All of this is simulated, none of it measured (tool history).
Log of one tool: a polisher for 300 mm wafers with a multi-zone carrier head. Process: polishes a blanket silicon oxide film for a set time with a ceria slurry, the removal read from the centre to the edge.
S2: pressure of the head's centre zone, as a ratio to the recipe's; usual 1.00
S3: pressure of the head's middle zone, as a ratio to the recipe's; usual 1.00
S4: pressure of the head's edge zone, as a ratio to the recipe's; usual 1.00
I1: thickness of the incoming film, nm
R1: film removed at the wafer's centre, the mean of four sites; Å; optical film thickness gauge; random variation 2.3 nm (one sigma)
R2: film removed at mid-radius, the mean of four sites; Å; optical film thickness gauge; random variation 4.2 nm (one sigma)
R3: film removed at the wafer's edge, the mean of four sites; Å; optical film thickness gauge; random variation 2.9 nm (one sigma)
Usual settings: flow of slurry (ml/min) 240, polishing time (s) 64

Run 1, hour 0.0: usual settings but S2 0.96; I1 1213.6. Result: R1 3501 Å, R2 3786 Å, R3 3750 Å.
Run 2, hour 57.0: usual settings but S2 0.96; I1 1218.8. Result: R1 3522 Å, R2 3773 Å, R3 3796 Å.
At hour 62.8: worn pad replaced by a new one.
Run 3, hour 108.5: usual settings but S2 0.95; I1 1224.6. Result: R1 3476 Å, R2 3742 Å, R3 3744 Å.
At hour 110.6: centre zone pressure recalibrated.
Run 4, hour 150.8: usual settings but flow of slurry (ml/min) 205; I1 1208.1. Result: R1 3695 Å, R2 3690 Å, R3 3781 Å.
Run 5, hour 193.2: usual settings but S3 0.88; I1 1217.7. Result: R1 3771 Å, R2 3387 Å, R3 3750 Å.
Run 6, hour 233.2: usual settings but flow of slurry (ml/min) 305, S4 0.91, polishing time (s) 71; I1 1246.0. Result: R1 4234 Å, R2 4333 Å, R3 4047 Å.
At hour 295.2: carrier head's membrane replaced by a new one.
Run 7, hour 295.7: usual settings but S2 1.04; I1 1198.7. Result: R1 3876 Å, R2 3777 Å, R3 3769 Å.
At hour 336.1: slurry nozzle cleaned.
Run 8, hour 357.3: usual settings but polishing time (s) 75; I1 1229.0. Result: R1 4311 Å, R2 4445 Å, R3 4427 Å.
Run 9, hour 418.8: usual settings but S3 0.93, S4 1.08; I1 1227.5. Result: R1 3683 Å, R2 3517 Å, R3 3907 Å.
At hour 480.1: edge zone pressure recalibrated.
Run 10, hour 486.2: usual settings but S4 1.03; I1 1199.7. Result: R1 3643 Å, R2 3779 Å, R3 3794 Å.
Run 11, hour 513.2: usual settings but flow of slurry (ml/min) 160, S4 1.05; I1 1226.8. Result: R1 3515 Å, R2 3601 Å, R3 3734 Å.
At hour 521.8: worn pad replaced by a new one.
Run 12, hour 557.4: usual settings but flow of slurry (ml/min) 290, S2 0.89, S3 1.11; I1 1212.4. Result: R1 3331 Å, R2 4198 Å, R3 3825 Å.
Run 13, hour 582.8: usual settings but S2 1.07; I1 1227.2. Result: R1 3909 Å, R2 3831 Å, R3 3767 Å.

Run 14 comes next. What will it give?
Run 14, hour 644.7: usual settings; I1 1228.3. Result: R1 ?, R2 ?, R3 ?.

{"run 14": {"R1": 3633, "R2": 3812, "R3": 3804}}
Without the tool's hidden state the same run would have given R1 3775 Å, R2 3811 Å, R3 3804 Å.

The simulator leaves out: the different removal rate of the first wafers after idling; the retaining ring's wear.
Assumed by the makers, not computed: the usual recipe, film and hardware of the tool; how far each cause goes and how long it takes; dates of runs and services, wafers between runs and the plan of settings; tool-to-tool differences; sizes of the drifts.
